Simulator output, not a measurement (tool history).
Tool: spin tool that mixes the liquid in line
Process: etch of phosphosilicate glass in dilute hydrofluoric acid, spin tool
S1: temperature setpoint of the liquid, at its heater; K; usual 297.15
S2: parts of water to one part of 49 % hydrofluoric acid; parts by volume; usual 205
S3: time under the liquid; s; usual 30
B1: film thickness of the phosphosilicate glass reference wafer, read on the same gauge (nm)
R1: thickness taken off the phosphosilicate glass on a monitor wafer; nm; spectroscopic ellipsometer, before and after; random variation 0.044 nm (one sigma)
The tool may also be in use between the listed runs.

run     day      S1   S2  S3     B1    R1
  1   0.000  293.15  205  30  79.99  6.51
  2   2.842  293.15  205  30  79.99  6.49
  3   4.829  293.15  205  30  79.99  6.45
  4   7.188  297.15  260  30  79.99  5.68
  5   8.858  297.15  260  30  79.95  5.60
  6  11.342  297.15  260  30  80.02  5.64
  7  13.438  297.15  255  30  79.99  5.80
  8  15.504  297.15  255  30  80.05  5.77
  9  17.950  297.15  255  30  79.98  5.79
 10  21.492  297.15  255  15  80.04  2.89
 11  33.879  297.15  255  15  80.01  2.93
 12  35.408  297.15  255  15  79.96  2.94
 13  38.529  294.65  205  30  80.01  6.95
 14  41.942  297.15  205  25  79.99  6.37
 15  44.208  295.65  140  25  80.03  9.46
 16  45.729  297.15  205  30  79.95  7.63

Forecast run 17:
 17  48.383  297.15  205  30   ?   ?

Run 17 gave B1 80.01, R1 7.68 nm.
Without the tool's hidden state the same run would have given R1 7.64 nm.
